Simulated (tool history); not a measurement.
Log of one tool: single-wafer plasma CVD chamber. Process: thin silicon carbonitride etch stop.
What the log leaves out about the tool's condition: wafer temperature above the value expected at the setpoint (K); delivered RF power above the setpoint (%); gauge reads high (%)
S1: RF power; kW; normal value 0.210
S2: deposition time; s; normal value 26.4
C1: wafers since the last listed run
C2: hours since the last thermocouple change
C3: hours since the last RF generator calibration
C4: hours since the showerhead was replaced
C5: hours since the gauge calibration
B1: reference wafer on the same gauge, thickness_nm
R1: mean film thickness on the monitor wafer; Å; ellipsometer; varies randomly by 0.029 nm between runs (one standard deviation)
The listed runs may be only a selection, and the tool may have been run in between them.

run   hour     S1    S2    C1      C2      C3      C4     C5      B1      R1
  1    0.0  0.240  23.0     0  2597.4  1505.7  7517.8  286.5  15.497  140.33
  2   87.7  0.240  23.0  1882  2685.1  1593.4  7605.5  374.2  15.503  140.35
  3  112.4  0.180  30.0   530  2709.8  1618.1  7630.2  398.9  15.504  160.92
  4  139.8  0.210  26.4   588  2737.2  1645.5  7657.6  426.3  15.496  151.58
     148.1  -- thermocouple changed; heater temperature recalibrated
  5  159.5  0.210  26.4   251    11.4  1665.2  7677.3  446.0  15.490  152.03
     171.1  -- gauge calibrated
  6  184.4  0.210  26.4   534    36.3  1690.1  7702.2   13.3  15.507  152.45
  7  202.8  0.210  26.4   395    54.7  1708.5  7720.6   31.7  15.500  152.09
     213.7  -- showerhead replaced
  8  234.8  0.210  26.4   515    86.7  1740.5    21.1   63.7  15.507  151.93
  9  253.4  0.200  22.7   399   105.3  1759.1    39.7   82.3  15.509  127.89
     286.0  -- RF generator calibrated
 10  286.5  0.210  24.2   538   138.4     0.5    72.8  115.4  15.489  144.53
 11  298.9  0.200  26.4   266   150.8    12.9    85.2  127.8  15.501  153.74
 12  334.8  0.175  29.0   770   186.7    48.8   121.1  163.7  15.502  157.73
 13  347.5  0.170  23.6   272   199.4    61.5   133.8  176.4  15.500  126.68
 14  371.5  0.210  26.4   515   223.4    85.5   157.8  200.4  15.504  156.24
 15  395.9  0.225  26.4   523   247.8   109.9   182.2  224.8  15.517  161.39

Forecast run 16:
 16  446.6  0.210  26.4  1088  298.5  160.6  232.9  275.5   ?   ?

For run 16 the tool returned B1 15.500, R1 155.96 Å.
Take away the tool's hidden state, keep the run-to-run variation as it was, and the same run would have given R1 157.69 Å.
